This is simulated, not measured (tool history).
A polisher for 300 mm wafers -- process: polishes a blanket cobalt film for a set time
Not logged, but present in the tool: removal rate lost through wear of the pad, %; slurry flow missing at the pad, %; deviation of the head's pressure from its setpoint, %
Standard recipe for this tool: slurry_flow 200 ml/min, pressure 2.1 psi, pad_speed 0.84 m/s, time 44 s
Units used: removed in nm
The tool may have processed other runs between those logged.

run	day	slurry_flow	pressure	pad_speed	time	wafers since the last listed run	wafers polished on this pad	hours since the slurry nozzle was cleaned	hours since the head pressure was calibrated	incoming thickness of the incoming film, nm	removed
1	0.000	200	2.1	0.84	44	0	476	675.2	288.7	1042.7	158.5
2	0.742	200	2.1	0.84	44	217	694	693.0	306.5	1045.4	155.9
3	1.458	200	2.1	0.84	44	210	904	710.2	323.7	1080.4	151.9
4	1.892	200	2.1	0.84	44	127	1031	720.6	334.1	1063.6	151.7
# day 2.146: worn pad replaced by a new one
# day 3.150: slurry nozzle cleaned
5	3.975	200	2.1	0.84	44	550	524	19.8	384.1	1047.8	159.6
6	4.254	200	2.1	0.84	44	81	606	26.5	390.8	1081.6	156.1
7	4.642	200	2.1	0.84	44	113	720	35.8	400.1	1075.9	152.8
# day 4.842: head pressure recalibrated
8	5.275	200	1.7	0.84	44	161	882	51.0	10.4	1054.7	124.1
# day 5.708: worn pad replaced by a new one
9	5.904	200	2.5	0.84	44	135	57	66.1	25.5	1039.5	189.0
10	6.312	200	2.1	0.84	44	119	177	75.9	35.3	1055.8	162.4
11	6.817	200	2.1	0.84	55	148	325	88.0	47.4	1061.8	198.9
12	7.446	200	2.1	0.84	44	184	510	103.1	62.5	1059.7	154.6
13	7.696	200	2.1	0.84	44	73	583	109.1	68.5	1052.4	155.3
14	9.075	200	2.1	1.06	32	404	988	142.2	101.6	1058.1	134.0
15	9.550	135	2.1	0.56	44	139	1128	153.6	113.0	1049.6	92.0
# day 9.771: worn pad replaced by a new one
16	9.983	240	2.1	0.64	40	78	62	164.0	123.4	1060.4	116.4
17	10.450	200	1.8	1.08	36	137	199	175.2	134.6	1071.4	145.1

What if the next run were any one of these 5? Each begins from the tool's condition after run 17:
A	10.467	200	2.1	0.84	44	4	203	175.6	135.0	1064.5	?
B	10.467	135	2.7	0.64	48	4	203	175.6	135.0	1064.5	?
C	10.467	255	1.7	1.14	52	4	203	175.6	135.0	1064.5	?
D	10.467	170	2.1	0.84	59	4	203	175.6	135.0	1064.5	?
E	10.467	260	2.8	0.84	44	4	203	175.6	135.0	1064.5	?

run	removed
A	160.5
B	164.2
C	213.3
D	211.6
E	219.5
Take away the tool's hidden state, keep each run's random variation, and the runs would have read:
run	removed
A	165.4
B	169.3
C	219.8
D	218.1
E	226.1

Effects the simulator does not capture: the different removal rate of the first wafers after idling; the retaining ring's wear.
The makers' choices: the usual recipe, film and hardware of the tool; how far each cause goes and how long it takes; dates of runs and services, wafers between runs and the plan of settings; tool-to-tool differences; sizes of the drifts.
